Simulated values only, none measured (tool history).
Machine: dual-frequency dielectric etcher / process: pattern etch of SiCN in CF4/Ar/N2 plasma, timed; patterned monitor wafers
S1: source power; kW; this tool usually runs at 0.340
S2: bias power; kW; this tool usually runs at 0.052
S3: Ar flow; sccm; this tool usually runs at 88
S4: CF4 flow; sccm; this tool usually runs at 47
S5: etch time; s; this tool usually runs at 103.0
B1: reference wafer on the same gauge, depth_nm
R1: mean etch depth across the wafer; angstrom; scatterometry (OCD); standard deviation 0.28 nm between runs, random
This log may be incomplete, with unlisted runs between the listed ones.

Run 1, hour 0.0: usual settings; B1 55.4. Result: R1 632 angstrom.
Run 2, hour 28.5: usual settings but S5 93.0 s; B1 55.4. Result: R1 567 angstrom.
At hour 32.8: bias power generator calibrated.
Run 3, hour 81.2: usual settings; B1 55.4. Result: R1 633 angstrom.
Run 4, hour 150.5: usual settings but S3 79 sccm; B1 55.4. Result: R1 647 angstrom.
At hour 201.2: wet clean of the chamber.
Run 5, hour 211.3: usual settings; B1 55.4. Result: R1 633 angstrom.
At hour 256.9: upper electrode replaced, of another model than before.
At hour 316.9: CF4 flow controller replaced.
Run 6, hour 372.7: usual settings but S1 0.400 kW, S3 70 sccm; B1 55.4. Result: R1 837 angstrom.
Run 7, hour 427.3: usual settings but S1 0.380 kW, S5 75.5 s; B1 55.4. Result: R1 548 angstrom.
Run 8, hour 473.2: usual settings but S2 0.061 kW, S3 100 sccm, S4 54 sccm, S5 91.5 s; B1 55.4. Result: R1 639 angstrom.
Run 9, hour 515.9: usual settings but S2 0.061 kW; B1 55.4. Result: R1 726 angstrom.
Run 10, hour 572.2: usual settings but S2 0.042 kW, S4 37 sccm; B1 55.4. Result: R1 500 angstrom.
At hour 607.6: source power generator calibrated.
Run 11, hour 630.5: usual settings but S3 98 sccm, S4 52 sccm, S5 88.0 s; B1 55.4. Result: R1 547 angstrom.
At hour 666.6: Ar flow controller replaced.
Run 12, hour 699.0: usual settings; B1 55.4. Result: R1 641 angstrom.
At hour 748.6: wet clean of the chamber.
Run 13, hour 749.1: usual settings but S2 0.041 kW, S3 79 sccm, S4 37 sccm, S5 120.5 s; B1 55.4. Result: R1 577 angstrom.
Run 14, hour 779.9: usual settings but S1 0.270 kW, S3 75 sccm; B1 55.4. Result: R1 457 angstrom.

Run 15 has not been measured yet. What should we expect?
Run 15, hour 809.8: usual settings but S1 0.310 kW; B1 ?. Result: R1 ?.

B1: 55.4
R1: 556 angstrom
Take away the tool's hidden state, keep the run-to-run variation as it was, and the same run would have given R1 560 angstrom.
